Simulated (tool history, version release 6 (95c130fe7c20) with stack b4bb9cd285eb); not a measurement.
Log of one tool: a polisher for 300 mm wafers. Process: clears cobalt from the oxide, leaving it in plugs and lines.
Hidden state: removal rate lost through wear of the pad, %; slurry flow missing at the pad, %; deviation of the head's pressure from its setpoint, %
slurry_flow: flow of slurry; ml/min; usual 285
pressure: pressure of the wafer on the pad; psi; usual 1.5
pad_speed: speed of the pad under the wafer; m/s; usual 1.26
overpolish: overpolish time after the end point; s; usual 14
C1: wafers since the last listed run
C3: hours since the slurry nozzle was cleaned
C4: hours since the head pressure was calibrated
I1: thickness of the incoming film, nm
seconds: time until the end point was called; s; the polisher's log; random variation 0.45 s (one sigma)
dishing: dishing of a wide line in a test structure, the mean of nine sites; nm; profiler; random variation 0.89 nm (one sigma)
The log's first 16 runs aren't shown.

At hour 368.5: head pressure recalibrated.
Run 17, hour 386.7: usual settings but pressure 1.1 psi, pad_speed 0.92 m/s; C1 228; wafers polished on this pad 1493; C3 610.6; C4 18.2; I1 181.8. Result: seconds 57.7 s, dishing 30.7 nm.
Run 18, hour 401.0: usual settings but slurry_flow 360 ml/min, pressure 1.8 psi, pad_speed 1.04 m/s, overpolish 16 s; C1 174; wafers polished on this pad 1668; C3 624.9; C4 32.5; I1 181.1. Result: seconds 38.1 s, dishing 43.4 nm.
Run 19, hour 422.0: usual settings but pad_speed 0.84 m/s, overpolish 8 s; C1 256; wafers polished on this pad 1924; C3 645.9; C4 53.5; I1 180.6. Result: seconds 50.5 s, dishing 20.8 nm.
Run 20, hour 451.5: usual settings but overpolish 10 s; C1 360; wafers polished on this pad 2285; C3 675.4; C4 83.0; I1 178.3. Result: seconds 39.1 s, dishing 30.4 nm.
Run 21, hour 474.5: usual settings but slurry_flow 200 ml/min, overpolish 16 s; C1 280; wafers polished on this pad 2565; C3 698.4; C4 106.0; I1 180.4. Result: seconds 41.9 s, dishing 41.1 nm.
At hour 481.2: worn pad replaced by a new one, of another model than before.
Run 22, hour 502.4: usual settings but slurry_flow 245 ml/min, pressure 1.3 psi; C1 291; wafers polished on this pad 258; C3 726.3; C4 133.9; I1 178.3. Result: seconds 41.7 s, dishing 39.0 nm.
Run 23, hour 604.3: usual settings; C1 1244; wafers polished on this pad 1502; C3 828.2; C4 235.8; I1 183.2. Result: seconds 39.6 s, dishing 38.6 nm.
Run 24, hour 634.0: usual settings but slurry_flow 315 ml/min, pressure 1.1 psi, pad_speed 1.60 m/s, overpolish 12 s; C1 362; wafers polished on this pad 1865; C3 857.9; C4 265.5; I1 178.3. Result: seconds 44.3 s, dishing 33.1 nm.
Run 25, hour 657.1: usual settings but pressure 1.9 psi; C1 282; wafers polished on this pad 2147; C3 881.0; C4 288.6; I1 181.6. Result: seconds 32.8 s, dishing 43.4 nm.
At hour 689.5: worn pad replaced by a new one.
Run 26, hour 692.1: usual settings but slurry_flow 220 ml/min, pressure 1.3 psi; C1 378; wafers polished on this pad 31; C3 916.0; C4 323.6; I1 183.0. Result: seconds 41.3 s, dishing 36.9 nm.
Run 27, hour 705.5: usual settings; C1 163; wafers polished on this pad 195; C3 929.4; C4 337.0; I1 181.0. Result: seconds 37.1 s, dishing 39.2 nm.
Run 28, hour 727.4: usual settings but pressure 1.8 psi, overpolish 16 s; C1 267; wafers polished on this pad 462; C3 951.3; C4 358.9; I1 180.3. Result: seconds 32.7 s, dishing 48.6 nm.
At hour 737.7: slurry nozzle cleaned.
Run 29, hour 755.3: usual settings but slurry_flow 355 ml/min, pressure 1.4 psi, pad_speed 1.64 m/s; C1 328; wafers polished on this pad 791; C3 17.6; C4 386.8; I1 176.1. Result: seconds 34.7 s, dishing 41.2 nm.
Run 30, hour 787.6: usual settings but slurry_flow 330 ml/min, overpolish 9 s; C1 394; wafers polished on this pad 1185; C3 49.9; C4 419.1; I1 180.6. Result: seconds 37.9 s, dishing 29.6 nm.
Run 31, hour 867.4: usual settings but slurry_flow 235 ml/min, pressure 1.9 psi, pad_speed 1.58 m/s, overpolish 16 s; C1 974; wafers polished on this pad 2160; C3 129.7; C4 498.9; I1 180.5. Result: seconds 29.6 s, dishing 47.4 nm.
Run 32, hour 880.3: usual settings but pressure 1.8 psi; C1 157; wafers polished on this pad 2317; C3 142.6; C4 511.8; I1 177.9. Result: seconds 33.4 s, dishing 43.3 nm.
At hour 904.6: worn pad replaced by a new one.
Run 33, hour 908.9: usual settings but pressure 1.3 psi, pad_speed 1.06 m/s, overpolish 22 s; C1 300; wafers polished on this pad 52; C3 171.2; C4 540.4; I1 175.7. Result: seconds 41.8 s, dishing 48.7 nm.
Run 34, hour 944.9: usual settings but pad_speed 1.56 m/s; C1 439; wafers polished on this pad 492; C3 207.2; C4 576.4; I1 181.7. Result: seconds 34.7 s, dishing 43.5 nm.

Forecast each of these 5 alternatives for the next run:
Run A, hour 945.3: usual settings; C1 4; wafers polished on this pad 497; C3 207.6; C4 576.8; I1 178.4. Result: seconds ?, dishing ?.
Run B, hour 945.3: usual settings but slurry_flow 315 ml/min; C1 4; wafers polished on this pad 497; C3 207.6; C4 576.8; I1 178.4. Result: seconds ?, dishing ?.
Run C, hour 945.3: usual settings but pad_speed 1.50 m/s, overpolish 9 s; C1 4; wafers polished on this pad 497; C3 207.6; C4 576.8; I1 178.4. Result: seconds ?, dishing ?.
Run D, hour 945.3: usual settings but slurry_flow 320 ml/min, overpolish 17 s; C1 4; wafers polished on this pad 497; C3 207.6; C4 576.8; I1 178.4. Result: seconds ?, dishing ?.
Run E, hour 945.3: usual settings but slurry_flow 215 ml/min, overpolish 21 s; C1 4; wafers polished on this pad 497; C3 207.6; C4 576.8; I1 178.4. Result: seconds ?, dishing ?.

run  seconds  dishing
  A     36.3     41.5
  B     36.0     41.7
  C     33.7     32.2
  D     36.0     46.9
  E     37.0     51.7
Without the tool's hidden state the same runs would have given:
run  seconds  dishing
  A     34.8     42.5
  B     34.6     42.7
  C     32.4     33.2
  D     34.6     47.9
  E     35.6     52.7
